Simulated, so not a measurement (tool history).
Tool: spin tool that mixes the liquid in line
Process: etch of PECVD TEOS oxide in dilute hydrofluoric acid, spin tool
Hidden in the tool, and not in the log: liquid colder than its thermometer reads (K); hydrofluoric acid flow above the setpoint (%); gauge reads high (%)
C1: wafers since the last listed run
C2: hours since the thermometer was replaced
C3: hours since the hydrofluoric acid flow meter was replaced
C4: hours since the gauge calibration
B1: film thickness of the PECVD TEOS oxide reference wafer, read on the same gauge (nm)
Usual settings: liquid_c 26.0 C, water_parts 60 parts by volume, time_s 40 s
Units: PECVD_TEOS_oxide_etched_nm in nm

{"run": 1, "hour": 0.0, "liquid_c": 26.0, "water_parts": 60, "time_s": 40, "C1": 0, "C2": 1533.1, "C3": 975.7, "C4": 160.6, "B1": 79.99, "PECVD_TEOS_oxide_etched_nm": 15.29}
{"run": 2, "hour": 15.1, "liquid_c": 26.0, "water_parts": 65, "time_s": 60, "C1": 130, "C2": 1548.2, "C3": 990.8, "C4": 175.7, "B1": 80.01, "PECVD_TEOS_oxide_etched_nm": 20.43}
{"run": 3, "hour": 22.0, "liquid_c": 26.0, "water_parts": 65, "time_s": 60, "C1": 59, "C2": 1555.1, "C3": 997.7, "C4": 182.6, "B1": 80.02, "PECVD_TEOS_oxide_etched_nm": 21.33}
{"run": 4, "hour": 34.2, "liquid_c": 26.0, "water_parts": 65, "time_s": 60, "C1": 105, "C2": 1567.3, "C3": 1009.9, "C4": 194.8, "B1": 80.03, "PECVD_TEOS_oxide_etched_nm": 20.79}
{"run": 5, "hour": 66.1, "liquid_c": 24.0, "water_parts": 60, "time_s": 55, "C1": 275, "C2": 1599.2, "C3": 1041.8, "C4": 226.7, "B1": 80.03, "PECVD_TEOS_oxide_etched_nm": 19.48}
{"run": 6, "hour": 79.1, "liquid_c": 24.0, "water_parts": 60, "time_s": 55, "C1": 112, "C2": 1612.2, "C3": 1054.8, "C4": 239.7, "B1": 79.98, "PECVD_TEOS_oxide_etched_nm": 18.95}
{"run": 7, "hour": 95.8, "liquid_c": 24.0, "water_parts": 60, "time_s": 55, "C1": 144, "C2": 1628.9, "C3": 1071.5, "C4": 256.4, "B1": 79.97, "PECVD_TEOS_oxide_etched_nm": 19.37}
{"run": 8, "hour": 104.5, "liquid_c": 26.0, "water_parts": 45, "time_s": 40, "C1": 75, "C2": 1637.6, "C3": 1080.2, "C4": 265.1, "B1": 80.0, "PECVD_TEOS_oxide_etched_nm": 21.01}
{"run": 9, "hour": 116.4, "liquid_c": 26.0, "water_parts": 45, "time_s": 40, "C1": 102, "C2": 1649.5, "C3": 1092.1, "C4": 277.0, "B1": 80.03, "PECVD_TEOS_oxide_etched_nm": 20.55}
{"run": 10, "hour": 124.7, "liquid_c": 26.0, "water_parts": 45, "time_s": 40, "C1": 71, "C2": 1657.8, "C3": 1100.4, "C4": 285.3, "B1": 79.96, "PECVD_TEOS_oxide_etched_nm": 20.92}
{"run": 11, "hour": 135.4, "liquid_c": 26.0, "water_parts": 60, "time_s": 20, "C1": 92, "C2": 1668.5, "C3": 1111.1, "C4": 296.0, "B1": 80.0, "PECVD_TEOS_oxide_etched_nm": 7.57}
{"hour": 139.3, "done": "gauge calibrated"}
{"run": 12, "hour": 142.5, "liquid_c": 26.0, "water_parts": 60, "time_s": 40, "C1": 61, "C2": 1675.6, "C3": 1118.2, "C4": 3.2, "B1": 80.01, "PECVD_TEOS_oxide_etched_nm": 15.25}
{"run": 13, "hour": 174.2, "liquid_c": 26.0, "water_parts": 60, "time_s": 60, "C1": 273, "C2": 1707.3, "C3": 1149.9, "C4": 34.9, "B1": 80.02, "PECVD_TEOS_oxide_etched_nm": 22.84}
{"hour": 182.2, "done": "hydrofluoric acid flow meter replaced"}
{"run": 14, "hour": 183.5, "liquid_c": 26.0, "water_parts": 60, "time_s": 60, "C1": 71, "C2": 1716.6, "C3": 1.3, "C4": 44.2, "B1": 79.97, "PECVD_TEOS_oxide_etched_nm": 24.86}
{"run": 15, "hour": 189.9, "liquid_c": 26.0, "water_parts": 60, "time_s": 60, "C1": 55, "C2": 1723.0, "C3": 7.7, "C4": 50.6, "B1": 79.99, "PECVD_TEOS_oxide_etched_nm": 24.66}
{"run": 16, "hour": 207.7, "liquid_c": 24.5, "water_parts": 35, "time_s": 55, "C1": 153, "C2": 1740.8, "C3": 25.5, "C4": 68.4, "B1": 80.0, "PECVD_TEOS_oxide_etched_nm": 37.01}
{"run": 17, "hour": 223.2, "liquid_c": 29.0, "water_parts": 75, "time_s": 40, "C1": 133, "C2": 1756.3, "C3": 41.0, "C4": 83.9, "B1": 80.01, "PECVD_TEOS_oxide_etched_nm": 14.51}
{"run": 18, "hour": 239.0, "liquid_c": 26.0, "water_parts": 65, "time_s": 60, "C1": 136, "C2": 1772.1, "C3": 56.8, "C4": 99.7, "B1": 80.04, "PECVD_TEOS_oxide_etched_nm": 22.17}
{"run": 19, "hour": 246.4, "liquid_c": 26.0, "water_parts": 60, "time_s": 40, "C1": 63, "C2": 1779.5, "C3": 64.2, "C4": 107.1, "B1": 80.0, "PECVD_TEOS_oxide_etched_nm": 16.45}
{"run": 20, "hour": 252.8, "liquid_c": 22.5, "water_parts": 40, "time_s": 25, "C1": 55, "C2": 1785.9, "C3": 70.6, "C4": 113.5, "B1": 80.0, "PECVD_TEOS_oxide_etched_nm": 13.53}
{"run": 21, "hour": 263.6, "liquid_c": 22.5, "water_parts": 85, "time_s": 40, "C1": 93, "C2": 1796.7, "C3": 81.4, "C4": 124.3, "B1": 80.03, "PECVD_TEOS_oxide_etched_nm": 9.68}
{"run": 22, "hour": 277.4, "liquid_c": 23.5, "water_parts": 45, "time_s": 50, "C1": 119, "C2": 1810.5, "C3": 95.2, "C4": 138.1, "B1": 79.99, "PECVD_TEOS_oxide_etched_nm": 24.75}
{"hour": 282.5, "done": "hydrofluoric acid flow meter replaced, repeated, since the last time left the tool worse"}
{"run": 23, "hour": 292.6, "liquid_c": 26.0, "water_parts": 60, "time_s": 40, "C1": 122, "C2": 1825.7, "C3": 10.1, "C4": 153.3, "B1": 80.03, "PECVD_TEOS_oxide_etched_nm": 14.12}
{"run": 24, "hour": 305.3, "liquid_c": 22.0, "water_parts": 40, "time_s": 25, "C1": 109, "C2": 1838.4, "C3": 22.8, "C4": 166.0, "B1": 80.02, "PECVD_TEOS_oxide_etched_nm": 11.51}
{"run": 25, "hour": 317.5, "liquid_c": 29.0, "water_parts": 85, "time_s": 60, "C1": 105, "C2": 1850.6, "C3": 35.0, "C4": 178.2, "B1": 80.02, "PECVD_TEOS_oxide_etched_nm": 16.68}
{"run": 26, "hour": 325.1, "liquid_c": 30.5, "water_parts": 85, "time_s": 55, "C1": 65, "C2": 1858.2, "C3": 42.6, "C4": 185.8, "B1": 80.0, "PECVD_TEOS_oxide_etched_nm": 15.86}
{"hour": 331.4, "done": "thermometer replaced"}
{"run": 27, "hour": 342.7, "liquid_c": 23.5, "water_parts": 60, "time_s": 40, "C1": 143, "C2": 11.3, "C3": 60.2, "C4": 203.4, "B1": 79.94, "PECVD_TEOS_oxide_etched_nm": 12.91}
{"run": 28, "hour": 351.9, "liquid_c": 28.5, "water_parts": 50, "time_s": 65, "C1": 79, "C2": 20.5, "C3": 69.4, "C4": 212.6, "B1": 79.97, "PECVD_TEOS_oxide_etched_nm": 31.07}
{"run": 29, "hour": 364.6, "liquid_c": 22.5, "water_parts": 70, "time_s": 40, "C1": 109, "C2": 33.2, "C3": 82.1, "C4": 225.3, "B1": 80.01, "PECVD_TEOS_oxide_etched_nm": 10.57}
{"run": 30, "hour": 377.0, "liquid_c": 22.5, "water_parts": 60, "time_s": 40, "C1": 106, "C2": 45.6, "C3": 94.5, "C4": 237.7, "B1": 80.0, "PECVD_TEOS_oxide_etched_nm": 12.51}
{"run": 31, "hour": 388.2, "liquid_c": 26.0, "water_parts": 60, "time_s": 40, "C1": 96, "C2": 56.8, "C3": 105.7, "C4": 248.9, "B1": 80.0, "PECVD_TEOS_oxide_etched_nm": 14.35}
{"hour": 397.0, "done": "gauge calibrated"}
{"run": 32, "hour": 405.4, "liquid_c": 24.0, "water_parts": 50, "time_s": 25, "C1": 148, "C2": 74.0, "C3": 122.9, "C4": 8.4, "B1": 79.97, "PECVD_TEOS_oxide_etched_nm": 9.96}
{"run": 33, "hour": 449.6, "liquid_c": 24.5, "water_parts": 90, "time_s": 60, "C1": 381, "C2": 118.2, "C3": 167.1, "C4": 52.6, "B1": 79.98, "PECVD_TEOS_oxide_etched_nm": 13.04}
{"run": 34, "hour": 499.6, "liquid_c": 22.0, "water_parts": 85, "time_s": 15, "C1": 431, "C2": 168.2, "C3": 217.1, "C4": 102.6, "B1": 80.01, "PECVD_TEOS_oxide_etched_nm": 3.15}

Forecast each of these 3 alternatives for the next run:
{"run": "A", "hour": 500.0, "liquid_c": 30.5, "water_parts": 60, "time_s": 40, "C1": 3, "C2": 168.6, "C3": 217.5, "C4": 103.0, "B1": "?", "PECVD_TEOS_oxide_etched_nm": "?"}
{"run": "B", "hour": 500.0, "liquid_c": 28.5, "water_parts": 35, "time_s": 40, "C1": 3, "C2": 168.6, "C3": 217.5, "C4": 103.0, "B1": "?", "PECVD_TEOS_oxide_etched_nm": "?"}
{"run": "C", "hour": 500.0, "liquid_c": 28.0, "water_parts": 60, "time_s": 40, "C1": 3, "C2": 168.6, "C3": 217.5, "C4": 103.0, "B1": "?", "PECVD_TEOS_oxide_etched_nm": "?"}

run=A B1=80.03 PECVD_TEOS_oxide_etched_nm=17.36
run=B B1=80.03 PECVD_TEOS_oxide_etched_nm=28.55
run=C B1=80.03 PECVD_TEOS_oxide_etched_nm=15.74
Without the tool's hidden state the same runs would have given:
run=A PECVD_TEOS_oxide_etched_nm=16.79
run=B PECVD_TEOS_oxide_etched_nm=27.64
run=C PECVD_TEOS_oxide_etched_nm=15.23

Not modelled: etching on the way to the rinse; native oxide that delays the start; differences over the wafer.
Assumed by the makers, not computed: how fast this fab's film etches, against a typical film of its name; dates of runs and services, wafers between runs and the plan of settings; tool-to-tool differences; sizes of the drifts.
